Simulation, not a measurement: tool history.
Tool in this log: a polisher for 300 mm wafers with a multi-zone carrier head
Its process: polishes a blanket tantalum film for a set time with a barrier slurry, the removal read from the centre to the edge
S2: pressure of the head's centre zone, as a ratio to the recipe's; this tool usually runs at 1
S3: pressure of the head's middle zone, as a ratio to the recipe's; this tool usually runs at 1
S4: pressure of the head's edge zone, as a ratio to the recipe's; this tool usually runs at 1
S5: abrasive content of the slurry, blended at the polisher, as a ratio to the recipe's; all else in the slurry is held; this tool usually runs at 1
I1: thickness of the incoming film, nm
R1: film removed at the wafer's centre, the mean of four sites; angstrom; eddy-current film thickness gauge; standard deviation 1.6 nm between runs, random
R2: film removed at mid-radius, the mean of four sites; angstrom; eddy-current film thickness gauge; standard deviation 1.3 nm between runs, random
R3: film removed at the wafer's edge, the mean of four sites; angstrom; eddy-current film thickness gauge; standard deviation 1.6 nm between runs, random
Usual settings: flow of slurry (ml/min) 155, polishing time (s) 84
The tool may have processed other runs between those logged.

Run 1, day 0: usual settings; I1 434.7. Result: R1 1454 angstrom, R2 1483 angstrom, R3 1415 angstrom.
Run 2, day 2.296: usual settings; I1 438.4. Result: R1 1435 angstrom, R2 1485 angstrom, R3 1437 angstrom.
At day 3.483: worn pad replaced by a new one.
Run 3, day 4.942: usual settings; I1 440.7. Result: R1 1429 angstrom, R2 1452 angstrom, R3 1426 angstrom.
At day 11.096: worn pad replaced by a new one.
Run 4, day 13.45: usual settings but polishing time (s) 72; I1 435.6. Result: R1 1177 angstrom, R2 1202 angstrom, R3 1207 angstrom.
At day 13.742: edge zone pressure recalibrated.
Run 5, day 16.017: usual settings but polishing time (s) 72; I1 441.9. Result: R1 1188 angstrom, R2 1197 angstrom, R3 1226 angstrom.
At day 16.158: centre zone pressure recalibrated.
At day 18.471: worn pad replaced by a new one.
Run 6, day 18.492: usual settings; I1 433.1. Result: R1 1400 angstrom, R2 1405 angstrom, R3 1396 angstrom.
Run 7, day 20.379: usual settings; I1 448. Result: R1 1383 angstrom, R2 1427 angstrom, R3 1380 angstrom.
Run 8, day 21.533: usual settings but S2 0.89; I1 436.7. Result: R1 1290 angstrom, R2 1408 angstrom, R3 1389 angstrom.
Run 9, day 23.992: usual settings but flow of slurry (ml/min) 180, polishing time (s) 96; I1 444.1. Result: R1 1654 angstrom, R2 1670 angstrom, R3 1656 angstrom.
At day 24.229: slurry nozzle cleaned.
Run 10, day 25.4: usual settings but flow of slurry (ml/min) 175, S2 1.07; I1 448.4. Result: R1 1628 angstrom, R2 1588 angstrom, R3 1534 angstrom.
At day 26.088: worn pad replaced by a new one.
At day 26.675: carrier head's membrane replaced by a new one.
Run 11, day 26.696: usual settings; I1 448.4. Result: R1 1504 angstrom, R2 1539 angstrom, R3 1510 angstrom.
Run 12, day 27.55: usual settings; I1 437.2. Result: R1 1494 angstrom, R2 1507 angstrom, R3 1473 angstrom.
Run 13, day 29.05: usual settings but S4 1.11, polishing time (s) 68; I1 436.8. Result: R1 1205 angstrom, R2 1202 angstrom, R3 1257 angstrom.
Run 14, day 31.471: usual settings; I1 438.7. Result: R1 1479 angstrom, R2 1495 angstrom, R3 1460 angstrom.
At day 32.162: worn pad replaced by a new one.
Run 15, day 34.083: usual settings but S3 1.08, S5 1.3; I1 441.7. Result: R1 1523 angstrom, R2 1622 angstrom, R3 1524 angstrom.

4 ways to go on from here, each from the tool as it stands after run 15. What would each give?
Run A, day 34.1: usual settings; I1 433.2. Result: R1 ?, R2 ?, R3 ?.
Run B, day 34.1: usual settings but flow of slurry (ml/min) 135, S3 0.91; I1 433.2. Result: R1 ?, R2 ?, R3 ?.
Run C, day 34.1: usual settings but S2 1.12, S3 1.04, S5 1.1, polishing time (s) 60; I1 433.2. Result: R1 ?, R2 ?, R3 ?.
Run D, day 34.1: usual settings but flow of slurry (ml/min) 125, S2 1.08; I1 433.2. Result: R1 ?, R2 ?, R3 ?.

run    R1    R2    R3
  A  1475  1458  1436
  B  1408  1309  1399
  C  1171  1090  1043
  D  1453  1366  1374
With no hidden state in the tool, these same runs would have given:
run    R1    R2    R3
  A  1580  1550  1500
  B  1526  1404  1469
  C  1255  1159  1089
  D  1586  1475  1447
